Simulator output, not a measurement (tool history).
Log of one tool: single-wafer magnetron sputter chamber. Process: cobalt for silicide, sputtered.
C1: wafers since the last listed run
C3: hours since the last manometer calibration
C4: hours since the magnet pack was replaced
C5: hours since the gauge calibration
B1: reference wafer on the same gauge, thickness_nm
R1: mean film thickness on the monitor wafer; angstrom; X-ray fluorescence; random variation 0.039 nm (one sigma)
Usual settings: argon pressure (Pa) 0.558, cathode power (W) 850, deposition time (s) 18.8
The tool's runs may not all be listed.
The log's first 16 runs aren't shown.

Run 17, hour 1270.5: usual settings but argon pressure (Pa) 0.403; C1 725; wafers on the sputter target 3295; C3 1146.4; C4 9028.1; C5 127.3; B1 7.218. Result: R1 80.96 angstrom.
Run 18, hour 1310.9: usual settings but argon pressure (Pa) 0.663, deposition time (s) 21.6; C1 773; wafers on the sputter target 4068; C3 1186.8; C4 9068.5; C5 167.7; B1 7.226. Result: R1 80.95 angstrom.
At hour 1355.3: magnet pack replaced.
Run 19, hour 1387.6: usual settings but deposition time (s) 16.8; C1 1315; wafers on the sputter target 5384; C3 1263.5; C4 32.3; C5 244.4; B1 7.230. Result: R1 66.76 angstrom.
Run 20, hour 1460.7: usual settings; C1 1399; wafers on the sputter target 6783; C3 1336.6; C4 105.4; C5 317.5; B1 7.231. Result: R1 75.07 angstrom.
Run 21, hour 1525.8: usual settings; C1 1246; wafers on the sputter target 8029; C3 1401.7; C4 170.5; C5 382.6; B1 7.234. Result: R1 74.77 angstrom.
Run 22, hour 1584.1: usual settings but argon pressure (Pa) 0.721, cathode power (W) 750, deposition time (s) 21.7; C1 1116; wafers on the sputter target 9145; C3 1460.0; C4 228.8; C5 440.9; B1 7.227. Result: R1 69.92 angstrom.
At hour 1685.4: sputter target and shields replaced.
Run 23, hour 1883.6: usual settings but argon pressure (Pa) 0.764; C1 5580; wafers on the sputter target 3794; C3 1759.5; C4 528.3; C5 740.4; B1 7.218. Result: R1 67.85 angstrom.
At hour 1952.3: capacitance manometer re-zeroed and calibrated.
Run 24, hour 1959.8: usual settings but argon pressure (Pa) 0.481, cathode power (W) 700, deposition time (s) 17.0; C1 1305; wafers on the sputter target 5099; C3 7.5; C4 604.5; C5 816.6; B1 7.231. Result: R1 58.11 angstrom.
Run 25, hour 2067.7: usual settings; C1 2065; wafers on the sputter target 7165; C3 115.4; C4 712.4; C5 924.5; B1 7.223. Result: R1 75.36 angstrom.
Run 26, hour 2163.0: usual settings; C1 1824; wafers on the sputter target 8989; C3 210.7; C4 807.7; C5 1019.8; B1 7.239. Result: R1 75.06 angstrom.
At hour 2237.1: sputter target and shields replaced.
Run 27, hour 2237.6: usual settings but argon pressure (Pa) 0.682, deposition time (s) 22.5; C1 1274; wafers on the sputter target 10; C3 285.3; C4 882.3; C5 1094.4; B1 7.221. Result: R1 82.79 angstrom.
Run 28, hour 2273.3: usual settings; C1 683; wafers on the sputter target 693; C3 321.0; C4 918.0; C5 1130.1; B1 7.237. Result: R1 75.38 angstrom.
Run 29, hour 2315.2: usual settings but argon pressure (Pa) 0.396; C1 802; wafers on the sputter target 1495; C3 362.9; C4 959.9; C5 1172.0; B1 7.228. Result: R1 81.94 angstrom.
Run 30, hour 2380.8: usual settings but argon pressure (Pa) 0.386, cathode power (W) 1000, deposition time (s) 17.6; C1 1255; wafers on the sputter target 2751; C3 428.5; C4 1025.5; C5 1237.6; B1 7.249. Result: R1 89.55 angstrom.
Run 31, hour 2449.8: usual settings; C1 1320; wafers on the sputter target 4072; C3 497.5; C4 1094.5; C5 1306.6; B1 7.225. Result: R1 74.94 angstrom.
Run 32, hour 2535.6: usual settings but deposition time (s) 20.8; C1 1642; wafers on the sputter target 5715; C3 583.3; C4 1180.3; C5 1392.4; B1 7.234. Result: R1 82.84 angstrom.
Run 33, hour 2601.2: usual settings but argon pressure (Pa) 0.343, deposition time (s) 20.8; C1 1255; wafers on the sputter target 6970; C3 648.9; C4 1245.9; C5 1458.0; B1 7.216. Result: R1 92.46 angstrom.
Run 34, hour 2673.0: usual settings but deposition time (s) 17.4; C1 1374; wafers on the sputter target 8345; C3 720.7; C4 1317.7; C5 1529.8; B1 7.216. Result: R1 69.12 angstrom.
At hour 2754.9: sputter target and shields replaced.
Run 35, hour 2755.5: usual settings; C1 1426; wafers on the sputter target 10; C3 803.2; C4 1400.2; C5 1612.3; B1 7.235. Result: R1 74.38 angstrom.

4 ways to go on from here, each from the tool as it stands after run 35. What would each give?
Run A, hour 2755.9: usual settings but argon pressure (Pa) 0.744; C1 7; wafers on the sputter target 18; C3 803.6; C4 1400.6; C5 1612.7; B1 ?. Result: R1 ?.
Run B, hour 2755.9: usual settings but deposition time (s) 17.6; C1 7; wafers on the sputter target 18; C3 803.6; C4 1400.6; C5 1612.7; B1 ?. Result: R1 ?.
Run C, hour 2755.9: usual settings but argon pressure (Pa) 0.453, cathode power (W) 650, deposition time (s) 16.7; C1 7; wafers on the sputter target 18; C3 803.6; C4 1400.6; C5 1612.7; B1 ?. Result: R1 ?.
Run D, hour 2755.9: usual settings but argon pressure (Pa) 0.492, deposition time (s) 16.8; C1 7; wafers on the sputter target 18; C3 803.6; C4 1400.6; C5 1612.7; B1 ?. Result: R1 ?.

run     B1     R1
  A  7.224  67.77
  B  7.224  69.75
  C  7.224  53.47
  D  7.224  68.91
Without the tool's hidden state the same runs would have given:
run     R1
  A  67.77
  B  69.75
  C  53.47
  D  68.91
